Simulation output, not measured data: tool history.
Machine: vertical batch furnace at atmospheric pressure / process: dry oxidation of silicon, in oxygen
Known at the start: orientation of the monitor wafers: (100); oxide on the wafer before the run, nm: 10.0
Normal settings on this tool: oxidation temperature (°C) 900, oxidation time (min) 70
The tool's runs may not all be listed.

run    hour  oxidation temperature (°C)  oxidation time (min)  wafers since the last listed run  hours since the last temperature calibration  hours since the boat lift was adjusted  hours since the gauge calibration  read-back reference wafer on the same gauge, thickness  oxide thickness on the monitor wafer (nm)
  1       0                         900                    70                                 0                                        2864.8                                  4951.3                             1138.4                                                    25.3                                      25.16
  2    53.5                         900                    70                               619                                        2918.3                                  5004.8                             1191.9                                                   25.34                                      25.49
  3   122.6                         900                    70                               800                                        2987.4                                  5073.9                               1261                                                   25.28                                      25.23
  4   280.4                         900                    70                              1828                                        3145.2                                  5231.7                             1418.8                                                    25.3                                      25.15
  5   351.3                         891                  93.5                               821                                        3216.1                                  5302.6                             1489.7                                                   25.29                                      27.46
  6   401.2                         891                  93.5                               578                                          3266                                  5352.5                             1539.6                                                   25.29                                      27.28
  7     427                         891                  93.5                               298                                        3291.8                                  5378.3                             1565.4                                                   25.31                                      27.36
  8   485.6                         900                    70                               678                                        3350.4                                  5436.9                               1624                                                   25.27                                      25.48
  9   522.9                         900                    70                               432                                        3387.7                                  5474.2                             1661.3                                                   25.33                                      25.51
      556.3  -- boat lift adjusted
 10   566.2                         900                    70                               223                                          3431                                     9.9                             1704.6                                                   25.32                                      25.42
 11   594.2                         900                    70                               324                                          3459                                    37.9                             1732.6                                                    25.3                                      25.51
 12   629.2                         900                    70                               405                                          3494                                    72.9                             1767.6                                                   25.28                                      25.18
 13   657.9                         900                    70                               332                                        3522.7                                   101.6                             1796.3                                                   25.28                                      25.45
 14   818.8                         900                    70                              1864                                        3683.6                                   262.5                             1957.2                                                    25.3                                      25.44
 15   864.6                         900                    70                               530                                        3729.4                                   308.3                               2003                                                   25.32                                      25.32
 16   911.1                         900                  59.5                               538                                        3775.9                                   354.8                             2049.5                                                   25.28                                      23.42
 17  1007.5                         900                  59.5                              1116                                        3872.3                                   451.2                             2145.9                                                   25.29                                      23.44
 18  1153.3                         886                  89.5                              1689                                        4018.1                                     597                             2291.7                                                   25.28                                      25.79
 19  1224.2                         887                    36                               821                                          4089                                   667.9                             2362.6                                                   25.29                                      17.32
 20  1270.9                         886                  89.5                               541                                        4135.7                                   714.6                             2409.3                                                   25.29                                      25.84
 21  1319.1                         900                    70                               558                                        4183.9                                   762.8                             2457.5                                                   25.31                                      25.82
 22    1378                         907                    51                               682                                        4242.8                                   821.7                             2516.4                                                   25.32                                      22.96
 23  1411.7                         885                  96.5                               390                                        4276.5                                   855.4                             2550.1                                                   25.28                                      26.64
 24  1471.1                         900                   105                               688                                        4335.9                                   914.8                             2609.5                                                    25.3                                      31.79
     1500.5  -- thermocouples replaced and temperature profile calibrated
     1534.8  -- gauge calibrated
 25  1537.9                         886                  84.5                               495                                          37.4                                   981.6                                3.1                                                   25.29                                       24.3
 26    1586                         879                  80.5                               557                                          85.5                                  1029.7                               51.2                                                    25.3                                      22.74
 27  1636.6                         912                    70                               586                                         136.1                                  1080.3                              101.8                                                   25.29                                         27
 28  1666.9                         914                    70                               351                                         166.4                                  1110.6                              132.1                                                    25.3                                      27.56
 29  1718.2                         922                  50.5                               594                                         217.7                                  1161.9                              183.4                                                    25.3                                      24.81
 30  1851.5                         893                  81.5                              1544                                           351                                  1295.2                              316.7                                                   25.31                                      25.34
 31  1895.9                         876                  99.5                               514                                         395.4                                  1339.6                              361.1                                                   25.33                                      24.54
 32  1966.1                         890                 100.5                               813                                         465.6                                  1409.8                              431.3                                                    25.3                                      27.59
 33    2024                         881                    94                               670                                         523.5                                  1467.7                              489.2                                                   25.29                                      24.88
 34    2052                         900                    70                               324                                         551.5                                  1495.7                              517.2                                                   25.29                                      24.77
 35  2090.1                         900                  41.5                               441                                         589.6                                  1533.8                              555.3                                                    25.3                                      19.55
 36    2120                         886                  89.5                               346                                         619.5                                  1563.7                              585.2                                                    25.3                                      25.21
 37  2153.6                         900                    70                               389                                         653.1                                  1597.3                              618.8                                                   25.29                                      24.85
 38  2194.1                         915                    70                               469                                         693.6                                  1637.8                              659.3                                                   25.31                                       27.8
 39  2235.2                         900                    70                               476                                         734.7                                  1678.9                              700.4                                                    25.3                                       24.9

Each row is a separate what-if for the run after 39, all from the same tool condition, not one after another. Results?
  A  2240.9                         884                    70                                66                                         740.4                                  1684.6                              706.1                                                       ?                                          ?
  B  2240.9                         917                  42.5                                66                                         740.4                                  1684.6                              706.1                                                       ?                                          ?
  C  2240.9                         900                    99                                66                                         740.4                                  1684.6                              706.1                                                       ?                                          ?
  D  2240.9                         913                  86.5                                66                                         740.4                                  1684.6                              706.1                                                       ?                                          ?

run  read-back reference wafer on the same gauge, thickness  oxide thickness on the monitor wafer (nm)
  A                                                   25.32                                      21.91
  B                                                   25.32                                      21.95
  C                                                   25.32                                      29.57
  D                                                   25.32                                      30.61
Without the tool's unlogged condition, the same runs would have read:
run  oxide thickness on the monitor wafer (nm)
  A                                      21.69
  B                                      21.75
  C                                      29.23
  D                                      30.26
